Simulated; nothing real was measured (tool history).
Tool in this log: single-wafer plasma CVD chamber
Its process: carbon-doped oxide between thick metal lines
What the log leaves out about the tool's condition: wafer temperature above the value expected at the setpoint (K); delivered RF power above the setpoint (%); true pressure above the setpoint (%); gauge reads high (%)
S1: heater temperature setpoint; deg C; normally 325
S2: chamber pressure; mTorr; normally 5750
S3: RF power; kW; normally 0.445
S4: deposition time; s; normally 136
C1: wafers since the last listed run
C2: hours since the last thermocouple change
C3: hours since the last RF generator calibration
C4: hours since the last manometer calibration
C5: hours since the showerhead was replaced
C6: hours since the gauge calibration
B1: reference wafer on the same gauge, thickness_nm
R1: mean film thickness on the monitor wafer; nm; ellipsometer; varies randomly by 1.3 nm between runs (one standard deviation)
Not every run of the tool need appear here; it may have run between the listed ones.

{"run": 1, "day": 0.0, "S1": 325, "S2": 5750, "S3": 0.445, "S4": 136, "C1": 0, "C2": 2850.2, "C3": 1884.3, "C4": 1391, "C5": 4030.4, "C6": 250.1, "B1": 730.617, "R1": 660.87}
{"run": 2, "day": 2.458, "S1": 334, "S2": 5750, "S3": 0.445, "S4": 136, "C1": 623, "C2": 2909.2, "C3": 1943.3, "C4": 1450, "C5": 4089.4, "C6": 309.1, "B1": 731.03, "R1": 643.763}
{"run": 3, "day": 5.075, "S1": 334, "S2": 5750, "S3": 0.445, "S4": 136, "C1": 663, "C2": 2972, "C3": 2006.1, "C4": 1512.8, "C5": 4152.2, "C6": 371.9, "B1": 731.028, "R1": 646.053}
{"run": 4, "day": 6.358, "S1": 318, "S2": 5750, "S3": 0.445, "S4": 136, "C1": 325, "C2": 3002.8, "C3": 2036.9, "C4": 1543.6, "C5": 4183, "C6": 402.7, "B1": 730.461, "R1": 672.799}
{"run": 5, "day": 6.917, "S1": 318, "S2": 5750, "S3": 0.445, "S4": 136, "C1": 141, "C2": 3016.2, "C3": 2050.3, "C4": 1557, "C5": 4196.4, "C6": 416.1, "B1": 730.725, "R1": 674.682}
{"run": 6, "day": 7.85, "S1": 325, "S2": 5750, "S3": 0.445, "S4": 136, "C1": 236, "C2": 3038.6, "C3": 2072.7, "C4": 1579.4, "C5": 4218.8, "C6": 438.5, "B1": 730.046, "R1": 661.744}
{"run": 7, "day": 8.396, "S1": 325, "S2": 5750, "S3": 0.445, "S4": 136, "C1": 138, "C2": 3051.7, "C3": 2085.8, "C4": 1592.5, "C5": 4231.9, "C6": 451.6, "B1": 731.809, "R1": 659.505}
{"run": 8, "day": 9.721, "S1": 325, "S2": 5750, "S3": 0.445, "S4": 136, "C1": 335, "C2": 3083.5, "C3": 2117.6, "C4": 1624.3, "C5": 4263.7, "C6": 483.4, "B1": 730.66, "R1": 658.441}
{"day": 10.15, "done": "capacitance manometer re-zeroed and calibrated"}
{"run": 9, "day": 10.8, "S1": 329, "S2": 5750, "S3": 0.445, "S4": 136, "C1": 189, "C2": 3109.4, "C3": 2143.5, "C4": 15.6, "C5": 4289.6, "C6": 509.3, "B1": 730.78, "R1": 649.197}
{"day": 11.746, "done": "showerhead replaced, of another model than before"}
{"day": 11.854, "done": "RF generator calibrated"}
{"run": 10, "day": 12.104, "S1": 329, "S2": 5750, "S3": 0.445, "S4": 136, "C1": 218, "C2": 3140.7, "C3": 6, "C4": 46.9, "C5": 8.6, "C6": 540.6, "B1": 730.762, "R1": 668.353}
{"run": 11, "day": 13.271, "S1": 334, "S2": 5750, "S3": 0.445, "S4": 125, "C1": 295, "C2": 3168.7, "C3": 34, "C4": 74.9, "C5": 36.6, "C6": 568.6, "B1": 731.467, "R1": 608.175}
{"day": 13.6, "done": "gauge calibrated"}
{"day": 13.608, "done": "thermocouple changed; heater temperature recalibrated"}
{"run": 12, "day": 13.962, "S1": 325, "S2": 5750, "S3": 0.445, "S4": 136, "C1": 90, "C2": 8.5, "C3": 50.6, "C4": 91.5, "C5": 53.2, "C6": 8.7, "B1": 730.96, "R1": 678.165}
{"run": 13, "day": 14.675, "S1": 325, "S2": 5750, "S3": 0.445, "S4": 136, "C1": 180, "C2": 25.6, "C3": 67.7, "C4": 108.6, "C5": 70.3, "C6": 25.8, "B1": 730.046, "R1": 677.842}
{"run": 14, "day": 16.058, "S1": 325, "S2": 5750, "S3": 0.445, "S4": 136, "C1": 350, "C2": 58.8, "C3": 100.9, "C4": 141.8, "C5": 103.5, "C6": 59, "B1": 730.809, "R1": 676.306}
{"run": 15, "day": 16.679, "S1": 325, "S2": 5750, "S3": 0.445, "S4": 136, "C1": 157, "C2": 73.7, "C3": 115.8, "C4": 156.7, "C5": 118.4, "C6": 73.9, "B1": 731.068, "R1": 677.429}
{"run": 16, "day": 17.596, "S1": 325, "S2": 5170, "S3": 0.445, "S4": 136, "C1": 232, "C2": 95.7, "C3": 137.8, "C4": 178.7, "C5": 140.4, "C6": 95.9, "B1": 731.039, "R1": 673.328}
{"run": 17, "day": 18.471, "S1": 314, "S2": 4360, "S3": 0.395, "S4": 163, "C1": 221, "C2": 116.7, "C3": 158.8, "C4": 199.7, "C5": 161.4, "C6": 116.9, "B1": 731.486, "R1": 794.277}
{"run": 18, "day": 19.9, "S1": 321, "S2": 6530, "S3": 0.5, "S4": 136, "C1": 362, "C2": 151, "C3": 193.1, "C4": 234, "C5": 195.7, "C6": 151.2, "B1": 731.681, "R1": 711.459}
{"run": 19, "day": 20.821, "S1": 325, "S2": 5750, "S3": 0.445, "S4": 136, "C1": 233, "C2": 173.1, "C3": 215.2, "C4": 256.1, "C5": 217.8, "C6": 173.3, "B1": 730.597, "R1": 676.855}
{"run": 20, "day": 22.038, "S1": 325, "S2": 6190, "S3": 0.42, "S4": 144, "C1": 308, "C2": 202.3, "C3": 244.4, "C4": 285.3, "C5": 247, "C6": 202.5, "B1": 730.779, "R1": 707.758}
{"run": 21, "day": 23.096, "S1": 325, "S2": 5750, "S3": 0.445, "S4": 162, "C1": 268, "C2": 227.7, "C3": 269.8, "C4": 310.7, "C5": 272.4, "C6": 227.9, "B1": 730.504, "R1": 808.302}
{"run": 22, "day": 24.188, "S1": 325, "S2": 5750, "S3": 0.445, "S4": 157, "C1": 276, "C2": 253.9, "C3": 296, "C4": 336.9, "C5": 298.6, "C6": 254.1, "B1": 730.891, "R1": 782.566}
{"run": 23, "day": 25.542, "S1": 325, "S2": 5750, "S3": 0.445, "S4": 136, "C1": 343, "C2": 286.4, "C3": 328.5, "C4": 369.4, "C5": 331.1, "C6": 286.6, "B1": 730.626, "R1": 676.679}
{"run": 24, "day": 27.729, "S1": 325, "S2": 6900, "S3": 0.405, "S4": 148, "C1": 554, "C2": 338.9, "C3": 381, "C4": 421.9, "C5": 383.6, "C6": 339.1, "B1": 731.052, "R1": 723.719}
{"run": 25, "day": 28.725, "S1": 325, "S2": 5750, "S3": 0.495, "S4": 149, "C1": 252, "C2": 362.8, "C3": 404.9, "C4": 445.8, "C5": 407.5, "C6": 363, "B1": 731.93, "R1": 762.538}
{"run": 26, "day": 29.708, "S1": 325, "S2": 5750, "S3": 0.445, "S4": 136, "C1": 249, "C2": 386.4, "C3": 428.5, "C4": 469.4, "C5": 431.1, "C6": 386.6, "B1": 731.883, "R1": 674.718}
{"run": 27, "day": 31.025, "S1": 325, "S2": 5750, "S3": 0.485, "S4": 136, "C1": 333, "C2": 418, "C3": 460.1, "C4": 501, "C5": 462.7, "C6": 418.2, "B1": 730.679, "R1": 692.686}

Predict each of these 5 candidate next runs independently; none follows another, all start after run 27:
{"run": "A", "day": 31.042, "S1": 325, "S2": 5750, "S3": 0.445, "S4": 136, "C1": 4, "C2": 418.4, "C3": 460.5, "C4": 501.4, "C5": 463.1, "C6": 418.6, "B1": "?", "R1": "?"}
{"run": "B", "day": 31.042, "S1": 325, "S2": 5750, "S3": 0.52, "S4": 136, "C1": 4, "C2": 418.4, "C3": 460.5, "C4": 501.4, "C5": 463.1, "C6": 418.6, "B1": "?", "R1": "?"}
{"run": "C", "day": 31.042, "S1": 334, "S2": 6130, "S3": 0.52, "S4": 136, "C1": 4, "C2": 418.4, "C3": 460.5, "C4": 501.4, "C5": 463.1, "C6": 418.6, "B1": "?", "R1": "?"}
{"run": "D", "day": 31.042, "S1": 331, "S2": 4490, "S3": 0.355, "S4": 153, "C1": 4, "C2": 418.4, "C3": 460.5, "C4": 501.4, "C5": 463.1, "C6": 418.6, "B1": "?", "R1": "?"}
{"run": "E", "day": 31.042, "S1": 317, "S2": 5750, "S3": 0.445, "S4": 118, "C1": 4, "C2": 418.4, "C3": 460.5, "C4": 501.4, "C5": 463.1, "C6": 418.6, "B1": "?", "R1": "?"}

run=A B1=730.555 R1=674.779
run=B B1=730.555 R1=704.45
run=C B1=730.555 R1=689.821
run=D B1=730.555 R1=689.375
run=E B1=730.555 R1=600.258
The same runs, with their run-to-run variation unchanged, on a tool lacking any hidden condition would have given:
run=A R1=679.582
run=B R1=708.768
run=C R1=694.049
run=D R1=694.281
run=E R1=604.531

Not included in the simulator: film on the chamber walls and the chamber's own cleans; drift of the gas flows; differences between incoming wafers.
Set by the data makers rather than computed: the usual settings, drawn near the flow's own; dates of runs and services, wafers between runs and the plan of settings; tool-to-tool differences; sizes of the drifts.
